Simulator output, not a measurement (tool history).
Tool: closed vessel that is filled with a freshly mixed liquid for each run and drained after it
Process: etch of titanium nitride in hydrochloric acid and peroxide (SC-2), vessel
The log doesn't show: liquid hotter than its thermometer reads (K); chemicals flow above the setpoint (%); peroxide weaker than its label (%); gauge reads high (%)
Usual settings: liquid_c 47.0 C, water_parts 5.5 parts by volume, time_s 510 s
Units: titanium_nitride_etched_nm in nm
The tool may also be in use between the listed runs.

run   hour  liquid_c  water_parts  time_s  wafers since the last listed run  hours since the thermometer was replaced  hours since the chemicals flow meter was replaced  hours since the drum of peroxide was connected  hours since the gauge calibration  read-back film thickness of the titanium nitride reference wafer, read on the same gauge (nm)  titanium_nitride_etched_nm
  1    0.0      47.0          5.5     510                                 0                                     306.4                                              647.4                                          1303.0                               53.1                                                                                          70.02                       33.17
  2    7.6      47.0          5.5     510                               509                                     314.0                                              655.0                                          1310.6                               60.7                                                                                          70.05                       32.73
  3   15.7      44.5          5.5     335                               543                                     322.1                                              663.1                                          1318.7                               68.8                                                                                          70.03                       18.49
  4   23.6      47.0          5.5     510                               529                                     330.0                                              671.0                                          1326.6                               76.7                                                                                          69.98                       32.93
  5   61.0      47.0          5.5     510                              2507                                     367.4                                              708.4                                          1364.0                              114.1                                                                                          70.02                       33.41
  6   67.6      43.5          5.5     510                               442                                     374.0                                              715.0                                          1370.6                              120.7                                                                                          69.99                       25.83
  7   80.4      43.5          5.5     510                               858                                     386.8                                              727.8                                          1383.4                              133.5                                                                                          69.98                       25.88
  8   87.2      49.5          5.5     510                               455                                     393.6                                              734.6                                          1390.2                              140.3                                                                                          69.94                       39.78
  9  104.5      49.5          5.5     510                              1159                                     410.9                                              751.9                                          1407.5                              157.6                                                                                          70.04                       39.37
 10  121.5      47.0          5.5     510                              1139                                     427.9                                              768.9                                          1424.5                              174.6                                                                                          69.96                       33.05
 11  132.8      47.0          5.5     510                               757                                     439.2                                              780.2                                          1435.8                              185.9                                                                                          69.94                       33.33
     143.4  -- chemicals flow meter replaced
 12  147.7      47.0          5.5     510                               931                                     454.1                                                4.3                                          1450.7                              200.8                                                                                          70.02                       30.39
 13  163.6      47.0          5.5     510                              1066                                     470.0                                               20.2                                          1466.6                              216.7                                                                                          70.01                       31.15
 14  174.4      47.0          5.5     510                               724                                     480.8                                               31.0                                          1477.4                              227.5                                                                                          70.01                       31.00
 15  189.1      39.0          5.5     510                               985                                     495.5                                               45.7                                          1492.1                              242.2                                                                                          70.03                       17.80
 16  197.1      47.0          5.5     510                               536                                     503.5                                               53.7                                          1500.1                              250.2                                                                                          70.01                       31.03
 17  205.5      47.0          5.5     510                               563                                     511.9                                               62.1                                          1508.5                              258.6                                                                                          70.00                       31.08
     216.5  -- thermometer replaced
 18  217.0      54.5          4.0     510                               704                                       0.5                                               73.6                                          1520.0                              270.1                                                                                          70.03                       63.62
 19  223.1      47.0          5.5     510                               408                                       6.6                                               79.7                                          1526.1                              276.2                                                                                          69.96                       30.63
 20  233.0      56.5          7.0     215                               663                                      16.5                                               89.6                                          1536.0                              286.1                                                                                          69.94                       20.34
 21  284.9      47.0          4.0     645                              3479                                      68.4                                              141.5                                          1587.9                              338.0                                                                                          70.01                       50.05
     289.9  -- new drum of peroxide connected
 22  293.0      43.0          4.0     735                               476                                      76.5                                              149.6                                             3.1                              346.1                                                                                          70.01                       42.38
     322.5  -- gauge calibrated
 23  335.4      47.0          5.5     420                              2842                                     118.9                                              192.0                                            45.5                               12.9                                                                                          70.03                       25.97
 24  352.6      43.5          5.5     725                              1153                                     136.1                                              209.2                                            62.7                               30.1                                                                                          69.96                       35.50
 25  370.3      37.5          5.5     510                              1186                                     153.8                                              226.9                                            80.4                               47.8                                                                                          70.07                       16.13
 26  378.3      47.0          5.5     510                               536                                     161.8                                              234.9                                            88.4                               55.8                                                                                          70.05                       30.97
 27  390.8      38.0          4.0     510                               838                                     174.3                                              247.4                                           100.9                               68.3                                                                                          70.01                       20.78
 28  398.0      47.0          5.5     510                               482                                     181.5                                              254.6                                           108.1                               75.5                                                                                          69.97                       31.76
 29  411.4      47.0          5.5     510                               898                                     194.9                                              268.0                                           121.5                               88.9                                                                                          69.98                       32.07

Forecast each of these 4 alternatives for the next run:
  A  412.2      47.0          5.5     510                                53                                     195.7                                              268.8                                           122.3                               89.7                                                                                              ?                           ?
  B  412.2      41.5          6.5     665                                53                                     195.7                                              268.8                                           122.3                               89.7                                                                                              ?                           ?
  C  412.2      47.0          4.0     510                                53                                     195.7                                              268.8                                           122.3                               89.7                                                                                              ?                           ?
  D  412.2      37.5          6.5     425                                53                                     195.7                                              268.8                                           122.3                               89.7                                                                                              ?                           ?

run  read-back film thickness of the titanium nitride reference wafer, read on the same gauge (nm)  titanium_nitride_etched_nm
  A                                                                                          70.03                       31.74
  B                                                                                          70.03                       25.00
  C                                                                                          70.03                       39.57
  D                                                                                          70.03                       12.02
Without the tool's hidden state the same runs would have given:
run  titanium_nitride_etched_nm
  A                       30.80
  B                       24.23
  C                       38.50
  D                       11.65

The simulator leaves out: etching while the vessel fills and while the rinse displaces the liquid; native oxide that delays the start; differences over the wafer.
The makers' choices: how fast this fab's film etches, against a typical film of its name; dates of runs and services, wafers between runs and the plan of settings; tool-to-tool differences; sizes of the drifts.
